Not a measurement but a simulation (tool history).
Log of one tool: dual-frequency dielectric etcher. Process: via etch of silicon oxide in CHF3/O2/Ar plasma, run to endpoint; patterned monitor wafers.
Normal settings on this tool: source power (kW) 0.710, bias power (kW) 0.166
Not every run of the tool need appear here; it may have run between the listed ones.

run    hour  source power (kW)  bias power (kW)  wafers since the last listed run  hours since the last wet clean  hours since the last source power generator calibration  hours since the last bias power generator calibration  hours since the last upper electrode change  incoming incoming film thickness, nm  endpoint time (s)
  1     0.0              0.750            0.166                                 0                           412.0                                                   1967.5                                                 2518.9                                       3281.8                                 777.1              330.6
  2    91.9              0.800            0.179                               391                           503.9                                                   2059.4                                                 2610.8                                       3373.7                                 767.4              308.6
  3   172.9              0.710            0.155                               344                           584.9                                                   2140.4                                                 2691.8                                       3454.7                                 778.0              337.9
  4   209.5              0.710            0.155                               155                           621.5                                                   2177.0                                                 2728.4                                       3491.3                                 770.8              335.4
      271.3  -- wet clean of the chamber
  5   271.8              0.710            0.155                               162                             0.5                                                   2239.3                                                 2790.7                                       3553.6                                 772.2              350.6
  6   302.7              0.710            0.166                               131                            31.4                                                   2270.2                                                 2821.6                                       3584.5                                 788.0              349.1
  7   356.1              0.710            0.166                               227                            84.8                                                   2323.6                                                 2875.0                                       3637.9                                 769.3              343.1
  8   462.8              0.710            0.166                               454                           191.5                                                   2430.3                                                 2981.7                                       3744.6                                 782.4              341.1
  9   537.3              0.710            0.146                               317                           266.0                                                   2504.8                                                 3056.2                                       3819.1                                 774.2              349.7
      556.4  -- bias power generator calibrated
 10   573.7              0.710            0.146                               137                           302.4                                                   2541.2                                                   17.3                                       3855.5                                 773.2              353.3
 11   641.6              0.710            0.146                               288                           370.3                                                   2609.1                                                   85.2                                       3923.4                                 770.9              346.5
 12   688.5              0.710            0.166                               199                           417.2                                                   2656.0                                                  132.1                                       3970.3                                 777.9              335.2
      776.8  -- upper electrode replaced
 13   777.3              0.710            0.166                               275                           506.0                                                   2744.8                                                  220.9                                          0.5                                 773.8              332.8
 14   820.4              0.810            0.125                               183                           549.1                                                   2787.9                                                  264.0                                         43.6                                 778.1              353.4
      897.2  -- wet clean of the chamber
 15   897.7              0.710            0.166                               226                             0.5                                                   2865.2                                                  341.3                                        120.9                                 771.7              343.6
 16   979.1              0.550            0.198                               346                            81.9                                                   2946.6                                                  422.7                                        202.3                                 775.6              343.3
 17  1039.9              0.650            0.193                               258                           142.7                                                   3007.4                                                  483.5                                        263.1                                 779.1              331.5
     1073.8  -- source power generator calibrated
 18  1169.9              0.710            0.166                               536                           272.7                                                     96.1                                                  613.5                                        393.1                                 771.1              335.8
 19  1217.6              0.600            0.140                               202                           320.4                                                    143.8                                                  661.2                                        440.8                                 772.8              372.0
 20  1277.4              0.770            0.192                               254                           380.2                                                    203.6                                                  721.0                                        500.6                                 768.8              306.3
 21  1349.5              0.860            0.197                               306                           452.3                                                    275.7                                                  793.1                                        572.7                                 778.2              293.5
 22  1413.7              0.880            0.166                               273                           516.5                                                    339.9                                                  857.3                                        636.9                                 779.2              314.5

Alternative continuations, all from the tool just after run 22; predict every row:
  A  1414.2              0.710            0.149                                 2                           517.0                                                    340.4                                                  857.8                                        637.4                                 784.4                  ?
  B  1414.2              0.630            0.166                                 2                           517.0                                                    340.4                                                  857.8                                        637.4                                 784.4                  ?
  C  1414.2              0.550            0.151                                 2                           517.0                                                    340.4                                                  857.8                                        637.4                                 784.4                  ?

run  endpoint time (s)
  A              346.9
  B              343.3
  C              368.4
Without the tool's hidden state the same runs would have given:
run  endpoint time (s)
  A              361.7
  B              358.0
  C              384.2
